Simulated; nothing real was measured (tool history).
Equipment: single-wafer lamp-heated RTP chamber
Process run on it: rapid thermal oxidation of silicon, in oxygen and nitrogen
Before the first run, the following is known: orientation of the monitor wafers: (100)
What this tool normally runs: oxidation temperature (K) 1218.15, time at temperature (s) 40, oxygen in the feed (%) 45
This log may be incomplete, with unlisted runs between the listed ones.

| run | hour | oxidation temperature (K) | time at temperature (s) | oxygen in the feed (%) | wafers since the last listed run | wafers since the last pyrometer calibration | hours since the oxygen flow controller was replaced | hours since the gauge calibration | read-back reference wafer on the same gauge, thickness | oxide thickness on the monitor wafer (angstrom) |
|---|---|---|---|---|---|---|---|---|---|---|
| 1 | 0.0 | 1218.15 | 40 | 45 | 0 | 6558 | 2646.3 | 432.6 | 3.091 | 29.37 |
| 2 | 49.6 | 1218.15 | 40 | 45 | 410 | 6968 | 2695.9 | 482.2 | 3.092 | 29.26 |
| 3 | 63.9 | 1218.15 | 40 | 45 | 118 | 7087 | 2710.2 | 496.5 | 3.089 | 29.81 |
| 4 | 72.3 | 1218.15 | 40 | 45 | 69 | 7156 | 2718.6 | 504.9 | 3.090 | 29.53 |
| 5 | 85.4 | 1218.15 | 40 | 45 | 108 | 7265 | 2731.7 | 518.0 | 3.095 | 29.53 |
| 6 | 103.2 | 1230.15 | 40 | 45 | 147 | 7412 | 2749.5 | 535.8 | 3.097 | 31.44 |
| 7 | 114.8 | 1230.15 | 40 | 45 | 95 | 7508 | 2761.1 | 547.4 | 3.089 | 31.52 |
| 8 | 129.7 | 1230.15 | 40 | 45 | 123 | 7631 | 2776.0 | 562.3 | 3.089 | 31.51 |
|  | 143.0 | pyrometer window cleaned and pyrometer calibrated |
| 9 | 143.5 | 1218.15 | 40 | 45 | 47 | 3 | 2789.8 | 576.1 | 3.091 | 28.44 |
| 10 | 148.2 | 1218.15 | 40 | 45 | 38 | 42 | 2794.5 | 580.8 | 3.089 | 28.72 |
| 11 | 161.2 | 1218.15 | 40 | 45 | 107 | 150 | 2807.5 | 593.8 | 3.088 | 28.62 |
|  | 176.2 | gauge calibrated |
| 12 | 177.9 | 1218.15 | 40 | 55 | 138 | 288 | 2824.2 | 1.7 | 3.093 | 29.78 |
| 13 | 190.0 | 1218.15 | 40 | 55 | 100 | 388 | 2836.3 | 13.8 | 3.098 | 29.90 |
| 14 | 198.8 | 1218.15 | 40 | 45 | 72 | 461 | 2845.1 | 22.6 | 3.085 | 28.65 |
| 15 | 215.5 | 1218.15 | 40 | 45 | 138 | 599 | 2861.8 | 39.3 | 3.094 | 28.86 |
| 16 | 228.3 | 1218.15 | 54 | 30 | 105 | 705 | 2874.6 | 52.1 | 3.091 | 28.81 |
| 17 | 258.5 | 1218.15 | 40 | 45 | 249 | 955 | 2904.8 | 82.3 | 3.086 | 28.44 |
| 18 | 264.9 | 1218.15 | 40 | 54 | 52 | 1008 | 2911.2 | 88.7 | 3.087 | 29.70 |
| 19 | 279.8 | 1218.15 | 40 | 45 | 123 | 1131 | 2926.1 | 103.6 | 3.091 | 28.80 |
| 20 | 295.9 | 1218.15 | 40 | 45 | 133 | 1264 | 2942.2 | 119.7 | 3.093 | 28.85 |
| 21 | 303.5 | 1238.15 | 40 | 23 | 62 | 1327 | 2949.8 | 127.3 | 3.090 | 27.93 |
| 22 | 318.5 | 1188.15 | 29 | 71 | 124 | 1451 | 2964.8 | 142.3 | 3.090 | 25.43 |
| 23 | 325.7 | 1235.15 | 51 | 29 | 59 | 1511 | 2972.0 | 149.5 | 3.092 | 30.56 |
| 24 | 336.4 | 1218.15 | 40 | 45 | 88 | 1599 | 2982.7 | 160.2 | 3.089 | 28.71 |
| 25 | 346.8 | 1218.15 | 46 | 36 | 86 | 1685 | 2993.1 | 170.6 | 3.090 | 28.77 |
|  | 363.5 | oxygen flow controller replaced |
| 26 | 364.0 | 1237.15 | 40 | 59 | 76 | 1761 | 0.5 | 187.8 | 3.095 | 33.80 |
| 27 | 370.7 | 1218.15 | 33 | 21 | 55 | 1817 | 7.2 | 194.5 | 3.087 | 24.55 |
| 28 | 381.7 | 1218.15 | 40 | 45 | 90 | 1908 | 18.2 | 205.5 | 3.091 | 28.86 |
| 29 | 394.2 | 1232.15 | 50 | 45 | 103 | 2011 | 30.7 | 218.0 | 3.090 | 33.53 |
| 30 | 408.2 | 1234.15 | 21 | 60 | 115 | 2127 | 44.7 | 232.0 | 3.085 | 27.65 |
| 31 | 423.5 | 1206.15 | 51 | 67 | 126 | 2253 | 60.0 | 247.3 | 3.092 | 31.87 |
| 32 | 430.3 | 1204.15 | 29 | 45 | 56 | 2310 | 66.8 | 254.1 | 3.087 | 25.10 |
| 33 | 437.6 | 1218.15 | 40 | 55 | 60 | 2370 | 74.1 | 261.4 | 3.090 | 30.10 |
| 34 | 451.7 | 1218.15 | 40 | 27 | 116 | 2487 | 88.2 | 275.5 | 3.091 | 26.41 |
| 35 | 459.0 | 1193.15 | 55 | 64 | 60 | 2547 | 95.5 | 282.8 | 3.091 | 30.29 |
| 36 | 470.3 | 1226.15 | 57 | 45 | 93 | 2640 | 106.8 | 294.1 | 3.095 | 33.98 |
| 37 | 480.6 | 1218.15 | 32 | 45 | 85 | 2726 | 117.1 | 304.4 | 3.089 | 27.31 |

Consider 5 possible next runs. They are alternatives, not a sequence: every one starts from the tool as it was left by run 37. What does each give?
| A | 481.0 | 1218.15 | 40 | 45 | 3 | 2729 | 117.5 | 304.8 | ? | ? |
| B | 481.0 | 1207.15 | 56 | 45 | 3 | 2729 | 117.5 | 304.8 | ? | ? |
| C | 481.0 | 1242.15 | 46 | 45 | 3 | 2729 | 117.5 | 304.8 | ? | ? |
| D | 481.0 | 1206.15 | 40 | 31 | 3 | 2729 | 117.5 | 304.8 | ? | ? |
| E | 481.0 | 1206.15 | 50 | 45 | 3 | 2729 | 117.5 | 304.8 | ? | ? |

| run | read-back reference wafer on the same gauge, thickness | oxide thickness on the monitor wafer (angstrom) |
|---|---|---|
| A | 3.094 | 28.89 |
| B | 3.094 | 30.23 |
| C | 3.094 | 34.27 |
| D | 3.094 | 25.92 |
| E | 3.094 | 29.11 |
Without the tool's hidden state the same runs would have given:
| run | oxide thickness on the monitor wafer (angstrom) |
|---|---|
| A | 28.39 |
| B | 29.67 |
| C | 33.51 |
| D | 25.60 |
| E | 28.62 |
